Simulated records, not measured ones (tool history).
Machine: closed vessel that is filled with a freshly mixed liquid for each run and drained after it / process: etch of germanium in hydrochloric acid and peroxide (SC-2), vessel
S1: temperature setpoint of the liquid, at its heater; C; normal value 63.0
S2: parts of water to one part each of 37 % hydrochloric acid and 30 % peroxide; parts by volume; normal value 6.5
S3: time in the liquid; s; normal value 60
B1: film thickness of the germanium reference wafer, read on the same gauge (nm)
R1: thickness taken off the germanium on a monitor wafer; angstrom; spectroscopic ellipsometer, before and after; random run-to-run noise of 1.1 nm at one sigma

{"run": 1, "hour": 0.0, "S1": 63.0, "S2": 6.5, "S3": 35, "B1": 100.02, "R1": 1361.6}
{"hour": 31.4, "done": "new drum of peroxide connected"}
{"run": 2, "hour": 39.2, "S1": 63.0, "S2": 6.5, "S3": 35, "B1": 100.0, "R1": 1367.3}
{"run": 3, "hour": 109.5, "S1": 63.0, "S2": 6.5, "S3": 60, "B1": 100.0, "R1": 2311.9}
{"run": 4, "hour": 214.0, "S1": 63.0, "S2": 6.5, "S3": 60, "B1": 100.0, "R1": 2304.9}
{"run": 5, "hour": 309.9, "S1": 56.5, "S2": 8.5, "S3": 60, "B1": 99.99, "R1": 1879.2}
{"run": 6, "hour": 372.2, "S1": 63.0, "S2": 4.5, "S3": 60, "B1": 100.01, "R1": 2341.1}
{"run": 7, "hour": 447.4, "S1": 63.0, "S2": 4.5, "S3": 60, "B1": 99.99, "R1": 2348.9}
{"run": 8, "hour": 625.1, "S1": 63.0, "S2": 4.5, "S3": 60, "B1": 100.0, "R1": 2322.8}
{"hour": 662.4, "done": "chemicals flow meter replaced"}
{"run": 9, "hour": 719.1, "S1": 63.0, "S2": 6.5, "S3": 70, "B1": 100.01, "R1": 2672.9}
{"run": 10, "hour": 762.4, "S1": 63.0, "S2": 6.5, "S3": 60, "B1": 99.99, "R1": 2291.5}
{"hour": 765.5, "done": "thermometer replaced"}
{"run": 11, "hour": 830.3, "S1": 66.0, "S2": 6.5, "S3": 60, "B1": 100.05, "R1": 2610.0}
{"hour": 886.9, "done": "new drum of peroxide connected"}
{"run": 12, "hour": 891.2, "S1": 66.0, "S2": 6.5, "S3": 60, "B1": 99.99, "R1": 2610.6}
{"run": 13, "hour": 1102.7, "S1": 66.0, "S2": 6.5, "S3": 60, "B1": 100.01, "R1": 2611.2}
{"run": 14, "hour": 1174.8, "S1": 63.0, "S2": 6.5, "S3": 60, "B1": 100.02, "R1": 2389.3}
{"run": 15, "hour": 1282.6, "S1": 70.5, "S2": 8.5, "S3": 85, "B1": 100.03, "R1": 4049.3}
{"hour": 1350.3, "done": "gauge calibrated"}
{"run": 16, "hour": 1375.0, "S1": 63.0, "S2": 6.5, "S3": 60, "B1": 99.98, "R1": 2362.1}
{"run": 17, "hour": 1441.5, "S1": 67.5, "S2": 7.5, "S3": 40, "B1": 100.0, "R1": 1775.9}
{"run": 18, "hour": 1538.4, "S1": 72.0, "S2": 9.0, "S3": 75, "B1": 100.03, "R1": 3678.7}
{"run": 19, "hour": 1578.2, "S1": 63.0, "S2": 6.5, "S3": 60, "B1": 99.98, "R1": 2358.3}
{"run": 20, "hour": 1649.4, "S1": 56.0, "S2": 6.5, "S3": 80, "B1": 100.03, "R1": 2552.4}
{"run": 21, "hour": 1731.2, "S1": 60.0, "S2": 4.5, "S3": 60, "B1": 100.03, "R1": 2187.5}
{"run": 22, "hour": 1818.8, "S1": 57.5, "S2": 7.5, "S3": 60, "B1": 100.0, "R1": 1979.7}
{"run": 23, "hour": 1889.9, "S1": 57.0, "S2": 4.0, "S3": 95, "B1": 100.02, "R1": 3149.4}
{"hour": 1922.4, "done": "new drum of peroxide connected"}
{"run": 24, "hour": 1958.3, "S1": 63.0, "S2": 7.5, "S3": 85, "B1": 99.98, "R1": 3297.8}
{"run": 25, "hour": 2023.6, "S1": 69.0, "S2": 4.0, "S3": 75, "B1": 99.96, "R1": 3583.1}
{"run": 26, "hour": 2115.6, "S1": 63.0, "S2": 8.0, "S3": 60, "B1": 100.05, "R1": 2300.0}
{"run": 27, "hour": 2209.7, "S1": 63.0, "S2": 6.5, "S3": 60, "B1": 99.95, "R1": 2358.5}
{"run": 28, "hour": 2260.4, "S1": 53.0, "S2": 7.5, "S3": 90, "B1": 99.97, "R1": 2565.1}
{"run": 29, "hour": 2322.5, "S1": 72.0, "S2": 8.5, "S3": 35, "B1": 100.0, "R1": 1719.9}
{"run": 30, "hour": 2388.8, "S1": 63.0, "S2": 5.0, "S3": 60, "B1": 99.99, "R1": 2351.9}

Each row is a separate what-if for the run after 30, all from the same tool condition, not one after another. Results?
{"run": "A", "hour": 2389.5, "S1": 69.5, "S2": 6.5, "S3": 60, "B1": "?", "R1": "?"}
{"run": "B", "hour": 2389.5, "S1": 67.5, "S2": 6.5, "S3": 60, "B1": "?", "R1": "?"}
{"run": "C", "hour": 2389.5, "S1": 63.0, "S2": 5.5, "S3": 70, "B1": "?", "R1": "?"}
{"run": "D", "hour": 2389.5, "S1": 58.0, "S2": 7.5, "S3": 40, "B1": "?", "R1": "?"}

run=A B1=100.00 R1=2806.8
run=B B1=100.00 R1=2651.2
run=C B1=100.00 R1=2736.2
run=D B1=100.00 R1=1322.6
What these runs would have given with no unlogged condition in the tool:
run=A R1=2894.5
run=B R1=2735.1
run=C R1=2825.9
run=D R1=1366.9

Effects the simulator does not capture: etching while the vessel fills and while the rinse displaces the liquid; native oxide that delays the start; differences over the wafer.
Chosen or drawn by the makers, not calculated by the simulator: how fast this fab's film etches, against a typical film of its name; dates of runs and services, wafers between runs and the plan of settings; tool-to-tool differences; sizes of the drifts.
